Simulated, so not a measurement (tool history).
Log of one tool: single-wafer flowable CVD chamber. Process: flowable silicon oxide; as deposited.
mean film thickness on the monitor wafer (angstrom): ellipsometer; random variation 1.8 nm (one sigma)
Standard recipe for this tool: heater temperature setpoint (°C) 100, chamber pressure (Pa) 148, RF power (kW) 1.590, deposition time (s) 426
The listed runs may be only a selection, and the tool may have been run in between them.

run	hour	heater temperature setpoint (°C)	chamber pressure (Pa)	RF power (kW)	deposition time (s)	wafers since the last listed run	hours since the last thermocouple change	hours since the last RF generator calibration	hours since the last manometer calibration	hours since the showerhead was replaced	hours since the gauge calibration	read-back reference wafer on the same gauge, thickness_nm	mean film thickness on the monitor wafer (angstrom)
1	0.0	100	148	1.590	426	0	1703.3	396.3	301.8	6743.2	1050.5	383.553	3884.11
2	78.4	100	148	1.590	426	212	1781.7	474.7	380.2	6821.6	1128.9	384.676	3850.65
3	136.2	100	148	1.590	426	156	1839.5	532.5	438.0	6879.4	1186.7	384.317	3846.87
4	185.5	100	148	1.590	426	133	1888.8	581.8	487.3	6928.7	1236.0	383.651	3877.64
5	278.4	100	148	1.590	426	251	1981.7	674.7	580.2	7021.6	1328.9	383.914	3836.75
6	384.9	100	148	1.590	426	288	2088.2	781.2	686.7	7128.1	1435.4	383.722	3896.88
7	485.2	94	148	1.590	426	272	2188.5	881.5	787.0	7228.4	1535.7	383.468	4872.87
# hour 523.3: gauge calibrated
8	564.8	100	148	1.590	426	215	2268.1	961.1	866.6	7308.0	41.5	384.651	3869.26
9	628.8	108	148	1.590	426	173	2332.1	1025.1	930.6	7372.0	105.5	384.157	2882.89
# hour 661.6: capacitance manometer re-zeroed and calibrated
10	665.4	108	148	1.590	426	77	2368.7	1061.7	3.8	7408.6	142.1	383.069	2853.43
11	758.2	100	148	1.590	426	251	2461.5	1154.5	96.6	7501.4	234.9	383.203	3886.02
# hour 800.2: RF generator calibrated
12	847.2	100	148	1.590	426	219	2550.5	47.0	185.6	7590.4	323.9	383.827	3871.65
# hour 910.3: showerhead replaced
13	936.3	100	168	1.590	462	219	2639.6	136.1	274.7	26.0	413.0	383.274	4825.33
14	978.2	100	148	1.590	426	113	2681.5	178.0	316.6	67.9	454.9	384.117	3887.19
15	1069.4	107	116	1.445	354	247	2772.7	269.2	407.8	159.1	546.1	383.732	1896.36
16	1112.3	100	135	1.590	469	116	2815.6	312.1	450.7	202.0	589.0	384.336	3903.29
# hour 1127.8: thermocouple changed; heater temperature recalibrated
17	1205.7	93	148	1.590	426	231	77.9	405.5	544.1	295.4	682.4	383.889	4913.50
18	1299.9	100	148	1.590	426	255	172.1	499.7	638.3	389.6	776.6	383.762	3814.47
19	1351.8	100	165	1.590	357	140	224.0	551.6	690.2	441.5	828.5	384.162	3579.62
20	1440.8	100	148	1.590	426	241	313.0	640.6	779.2	530.5	917.5	384.242	3817.44
21	1522.7	96	148	1.420	426	222	394.9	722.5	861.1	612.4	999.4	383.580	4334.30
22	1594.7	107	148	1.590	426	195	466.9	794.5	933.1	684.4	1071.4	383.268	2920.52
23	1689.1	91	124	1.325	504	256	561.3	888.9	1027.5	778.8	1165.8	384.301	5115.95
24	1738.1	100	135	1.590	469	132	610.3	937.9	1076.5	827.8	1214.8	383.504	3822.16

Take each entry between the runs: how does the hidden state at the last listed run before it differ from the hidden state at the first listed run after it?
In the gap between runs 7 and 8: gauge calibrated (hour 523.3)
  wafer temperature above the value expected at the setpoint (K): -0.714 -> -0.749
  measured result minus the result with no hidden state, mean film thickness on the monitor wafer (angstrom): +131.27 -> +105.35
In the gap between runs 9 and 10: capacitance manometer re-zeroed and calibrated (hour 661.6)
  wafer temperature above the value expected at the setpoint (K): -0.777 -> -0.793
  measured result minus the result with no hidden state, mean film thickness on the monitor wafer (angstrom): +82.22 -> +83.04
In the gap between runs 11 and 12: RF generator calibrated (hour 800.2)
  wafer temperature above the value expected at the setpoint (K): -0.833 -> -0.872
  measured result minus the result with no hidden state, mean film thickness on the monitor wafer (angstrom): +117.64 -> +122.61
In the gap between runs 12 and 13: showerhead replaced (hour 910.3)
  wafer temperature above the value expected at the setpoint (K): -0.872 -> -0.912
  measured result minus the result with no hidden state, mean film thickness on the monitor wafer (angstrom): +122.61 -> +159.56
In the gap between runs 16 and 17: thermocouple changed; heater temperature recalibrated (hour 1127.8)
  wafer temperature above the value expected at the setpoint (K): -0.989 -> -0.116
  measured result minus the result with no hidden state, mean film thickness on the monitor wafer (angstrom): +139.83 -> +21.85
